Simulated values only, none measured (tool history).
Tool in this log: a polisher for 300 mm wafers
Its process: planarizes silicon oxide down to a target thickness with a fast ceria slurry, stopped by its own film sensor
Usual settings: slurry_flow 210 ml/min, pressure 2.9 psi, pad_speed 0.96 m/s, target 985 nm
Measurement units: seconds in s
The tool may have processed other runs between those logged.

run     day  slurry_flow  pressure  pad_speed  target  incoming thickness of the incoming film, nm  seconds
  1       0          165       2.9       0.96     985                                       1537.1     38.6
      0.471  -- worn pad replaced by a new one
  2   2.238          210       3.4       0.96     985                                       1526.1       33
  3   3.667          210       2.9       1.14     985                                       1543.5     34.3
  4   5.362          210       2.9       0.96    1120                                       1518.1       27
  5   8.008          210       2.9       0.96     985                                       1550.3     39.5
  6   9.925          210       2.9       0.96     985                                       1550.4     39.7
  7  11.917          210       2.9       0.96     985                                       1571.9     41.3
  8  13.167          210       2.9       0.96     985                                       1545.8     39.6
  9  14.388          210       2.9       0.96     985                                       1536.1     39.6
     15.492  -- slurry nozzle cleaned
     18.042  -- worn pad replaced by a new one
       19.2  -- head pressure recalibrated
 10  22.571          210       2.9       0.96    1109                                       1551.9     28.9
 11  23.679          210       2.9       0.96    1109                                       1538.7     28.4
 12  24.725          210       2.9       0.96     985                                       1532.2       36
 13  27.625          210       2.9       0.96     931                                       1529.8     40.6
 14  30.154          210       2.9       0.96     931                                         1526     40.8
 15  32.971          280       2.6       0.96    1168                                       1543.4     26.8
 16  34.025          210       2.9       0.96    1106                                       1562.5     31.9
      35.25  -- slurry nozzle cleaned
 17  36.796          210       2.9        0.7    1086                                       1539.7     37.2
 18  38.717          245       2.5       0.96     985                                         1568     43.8
     40.167  -- worn pad replaced by a new one
 19  41.667          210       2.9       0.96     985                                       1539.2     38.4
 20  43.083          210       2.4       0.96     815                                         1520     56.8
 21  44.096          210       2.9       0.96     985                                       1552.7     39.5
     45.038  -- head pressure recalibrated
 22  45.104          210       2.9       0.96     985                                       1530.3     34.9
 23  46.379          210       2.9       0.96     985                                       1550.4     36.8
 24  48.125          210       2.9       0.96     985                                       1536.9     36.7
 25  52.012          210       2.4       0.96    1148                                       1527.8     30.1
 26  54.696          210       2.3       0.96     847                                       1551.6       59
 27  56.004          190       2.9       1.24     985                                       1524.4     31.9
     56.483  -- slurry nozzle cleaned
 28  57.438          175       2.2        0.8     912                                       1572.5     64.6
     57.854  -- worn pad replaced by a new one
 29  60.171          210       3.8       0.96    1119                                       1515.4     21.9
 30  62.504          210       2.9        1.1     852                                       1525.2     42.8
 31  63.679          210       2.9       0.96    1037                                         1551       36
 32  65.617          210       2.9       0.96     985                                       1520.7     38.2
 33  67.696          210       3.5       0.84     985                                       1528.7     35.3
 34  75.992          210       2.9       1.18     985                                         1549     34.9
     76.388  -- worn pad replaced by a new one
     76.983  -- slurry nozzle cleaned
 35  78.129          280       2.9       0.96     985                                       1558.5     39.2

Branching from run 35: 5 alternative next runs. What would each branch give?
  A  78.146          210       3.6       0.96     985                                       1573.4        ?
  B  78.146          210       3.7       0.96     985                                       1573.4        ?
  C  78.146          210       2.9       0.96    1164                                       1573.4        ?
  D  78.146          140       2.6       0.96     793                                       1573.4        ?
  E  78.146          265       2.5       0.96     985                                       1573.4        ?

run  seconds
  A     35.4
  B     34.6
  C     29.4
  D     65.6
  E     46.3
The same runs, with their run-to-run variation unchanged, on a tool lacking any hidden condition would have given:
run  seconds
  A     31.4
  B     30.7
  C     26.1
  D     58.1
  E       41
